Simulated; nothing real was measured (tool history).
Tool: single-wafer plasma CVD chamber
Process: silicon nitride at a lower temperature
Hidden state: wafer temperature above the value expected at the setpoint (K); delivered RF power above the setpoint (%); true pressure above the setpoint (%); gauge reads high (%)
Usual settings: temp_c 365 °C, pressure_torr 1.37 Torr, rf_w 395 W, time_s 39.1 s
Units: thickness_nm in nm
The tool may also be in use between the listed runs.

run,day,temp_c,pressure_torr,rf_w,time_s,wafers since the last listed run,hours since the last thermocouple change,hours since the last RF generator calibration,hours since the last manometer calibration,hours since the showerhead was replaced,hours since the gauge calibration,"read-back reference wafer on the same gauge, thickness_nm",thickness_nm
1,0.000,369,1.37,395,39.1,0,758.0,1697.0,1077.5,5446.8,2908.4,63.834,51.945
2,3.838,365,1.37,395,39.1,1506,850.1,1789.1,1169.6,5538.9,3000.5,63.828,51.873
3,6.871,365,1.37,395,39.1,1190,922.9,1861.9,1242.4,5611.7,3073.3,63.749,52.109
# day 8.321: gauge calibrated
4,9.838,365,1.61,395,39.1,1164,994.1,1933.1,1313.6,5682.9,36.4,63.758,54.258
5,13.546,365,1.61,395,39.1,1455,1083.1,2022.1,1402.6,5771.9,125.4,63.826,54.056
6,15.108,365,1.61,395,39.1,613,1120.6,2059.6,1440.1,5809.4,162.9,63.837,54.003
7,19.221,365,1.37,395,39.1,1614,1219.3,2158.3,1538.8,5908.1,261.6,64.017,51.845
8,20.833,365,1.37,395,39.1,632,1258.0,2197.0,1577.5,5946.8,300.3,64.017,51.296
9,25.146,365,1.03,395,35.1,1692,1361.5,2300.5,1681.0,6050.3,403.8,63.779,43.149
# day 27.488: capacitance manometer re-zeroed and calibrated
# day 28.046: RF generator calibrated
10,28.733,365,1.12,415,31.6,1146,1447.6,16.5,29.9,6136.4,489.9,63.790,42.999
11,30.967,365,1.37,395,39.1,876,1501.2,70.1,83.5,6190.0,543.5,63.758,53.798
12,33.121,365,1.37,395,39.1,845,1552.9,121.8,135.2,6241.7,595.2,63.796,53.580
13,36.346,356,1.37,445,39.1,1265,1630.3,199.2,212.6,6319.1,672.6,63.692,58.431
14,39.675,365,1.54,340,39.1,1306,1710.2,279.1,292.5,6399.0,752.5,63.919,49.913
15,41.738,365,1.37,395,39.1,809,1759.7,328.6,342.0,6448.5,802.0,63.786,53.516
# day 44.350: showerhead replaced
16,51.800,373,1.57,415,45.3,3818,2001.2,570.1,583.5,178.8,1043.5,63.764,66.020
17,55.083,380,1.37,470,32.6,1288,2080.0,648.9,662.3,257.6,1122.3,63.885,49.570
18,56.808,365,1.66,440,39.1,677,2121.4,690.3,703.7,299.0,1163.7,63.913,60.057
# day 59.867: thermocouple changed; heater temperature recalibrated
19,60.021,357,1.37,395,43.6,1129,3.7,767.4,780.8,376.1,1240.8,63.709,59.013
20,62.592,375,1.37,445,45.0,1008,65.4,829.1,842.5,437.8,1302.5,63.870,65.920
21,66.929,365,1.37,395,45.6,1702,169.5,933.2,946.6,541.9,1406.6,63.836,62.357
22,70.421,380,1.37,395,39.1,1370,253.3,1017.0,1030.4,625.7,1490.4,63.896,52.501
23,74.167,365,1.48,455,42.8,1470,343.2,1106.9,1120.3,715.6,1580.3,63.761,65.036

Forecast run 24:
24,78.575,351,1.52,425,46.0,1730,449.0,1212.7,1226.1,821.4,1686.1,?,?

read-back reference wafer on the same gauge, thickness_nm: 63.796
thickness_nm: 67.325 nm
Without the tool's hidden state the same run would have given thickness_nm 68.968 nm.
